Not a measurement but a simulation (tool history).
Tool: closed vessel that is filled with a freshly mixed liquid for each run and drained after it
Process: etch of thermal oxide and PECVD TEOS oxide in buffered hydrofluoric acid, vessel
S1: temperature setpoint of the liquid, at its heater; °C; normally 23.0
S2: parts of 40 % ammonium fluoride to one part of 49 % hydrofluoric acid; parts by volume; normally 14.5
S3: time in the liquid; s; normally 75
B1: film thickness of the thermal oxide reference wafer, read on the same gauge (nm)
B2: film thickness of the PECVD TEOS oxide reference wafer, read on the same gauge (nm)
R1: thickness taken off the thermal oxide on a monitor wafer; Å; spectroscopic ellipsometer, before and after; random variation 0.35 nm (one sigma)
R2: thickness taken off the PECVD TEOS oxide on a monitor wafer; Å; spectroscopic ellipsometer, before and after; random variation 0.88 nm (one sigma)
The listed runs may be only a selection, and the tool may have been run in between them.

{"run": 1, "hour": 0.0, "S1": 23.0, "S2": 14.5, "S3": 100, "B1": 80.88, "B2": 121.3, "R1": 771.3, "R2": 1772.9}
{"run": 2, "hour": 69.9, "S1": 23.0, "S2": 14.5, "S3": 100, "B1": 81.12, "B2": 121.67, "R1": 770.3, "R2": 1763.3}
{"run": 3, "hour": 116.1, "S1": 23.0, "S2": 14.5, "S3": 100, "B1": 81.29, "B2": 121.9, "R1": 778.9, "R2": 1796.4}
{"run": 4, "hour": 155.2, "S1": 23.0, "S2": 14.5, "S3": 75, "B1": 81.37, "B2": 122.1, "R1": 578.2, "R2": 1336.6}
{"run": 5, "hour": 209.2, "S1": 23.0, "S2": 14.5, "S3": 75, "B1": 81.55, "B2": 122.32, "R1": 577.7, "R2": 1340.4}
{"hour": 236.7, "done": "hydrofluoric acid flow meter replaced"}
{"run": 6, "hour": 275.5, "S1": 23.0, "S2": 14.5, "S3": 75, "B1": 81.78, "B2": 122.67, "R1": 582.9, "R2": 1337.2}
{"run": 7, "hour": 305.3, "S1": 23.0, "S2": 14.5, "S3": 75, "B1": 81.85, "B2": 122.8, "R1": 584.1, "R2": 1337.8}
{"run": 8, "hour": 347.1, "S1": 23.0, "S2": 14.5, "S3": 75, "B1": 82.0, "B2": 122.98, "R1": 585.7, "R2": 1334.2}
{"run": 9, "hour": 400.4, "S1": 23.0, "S2": 14.5, "S3": 75, "B1": 82.16, "B2": 123.28, "R1": 586.3, "R2": 1346.9}
{"run": 10, "hour": 445.6, "S1": 21.0, "S2": 14.5, "S3": 40, "B1": 82.32, "B2": 123.5, "R1": 277.9, "R2": 641.8}
{"run": 11, "hour": 507.7, "S1": 27.0, "S2": 10.5, "S3": 75, "B1": 82.48, "B2": 123.74, "R1": 1002.9, "R2": 2281.3}
{"hour": 549.4, "done": "gauge calibrated"}
{"hour": 560.8, "done": "thermometer replaced"}
{"run": 12, "hour": 569.9, "S1": 26.5, "S2": 14.5, "S3": 75, "B1": 79.61, "B2": 119.39, "R1": 686.0, "R2": 1578.0}
{"run": 13, "hour": 624.5, "S1": 26.0, "S2": 14.5, "S3": 105, "B1": 79.79, "B2": 119.66, "R1": 935.6, "R2": 2151.9}
{"run": 14, "hour": 651.8, "S1": 23.0, "S2": 14.5, "S3": 50, "B1": 79.85, "B2": 119.79, "R1": 379.2, "R2": 872.6}
{"run": 15, "hour": 682.6, "S1": 20.0, "S2": 14.5, "S3": 60, "B1": 79.95, "B2": 119.91, "R1": 387.1, "R2": 880.9}
{"run": 16, "hour": 727.5, "S1": 23.0, "S2": 14.5, "S3": 75, "B1": 80.13, "B2": 120.12, "R1": 575.0, "R2": 1324.1}
{"run": 17, "hour": 753.9, "S1": 21.0, "S2": 14.5, "S3": 55, "B1": 80.15, "B2": 120.28, "R1": 372.6, "R2": 868.3}

Alternative continuations, all from the tool just after run 17; predict every row:
{"run": "A", "hour": 754.6, "S1": 23.0, "S2": 14.5, "S3": 55, "B1": "?", "B2": "?", "R1": "?", "R2": "?"}
{"run": "B", "hour": 754.6, "S1": 25.0, "S2": 14.5, "S3": 75, "B1": "?", "B2": "?", "R1": "?", "R2": "?"}
{"run": "C", "hour": 754.6, "S1": 26.0, "S2": 11.5, "S3": 75, "B1": "?", "B2": "?", "R1": "?", "R2": "?"}
{"run": "D", "hour": 754.6, "S1": 23.0, "S2": 14.5, "S3": 115, "B1": "?", "B2": "?", "R1": "?", "R2": "?"}

run=A B1=80.15 B2=120.29 R1=418.2 R2=962.1
run=B B1=80.15 B2=120.29 R1=636.0 R2=1463.4
run=C B1=80.15 B2=120.29 R1=842.4 R2=1938.1
run=D B1=80.15 B2=120.29 R1=874.4 R2=2011.7
With no hidden state in the tool, these same runs would have given:
run=A R1=417.2 R2=959.9
run=B R1=634.6 R2=1460.1
run=C R1=840.4 R2=1933.6
run=D R1=872.4 R2=2007.1
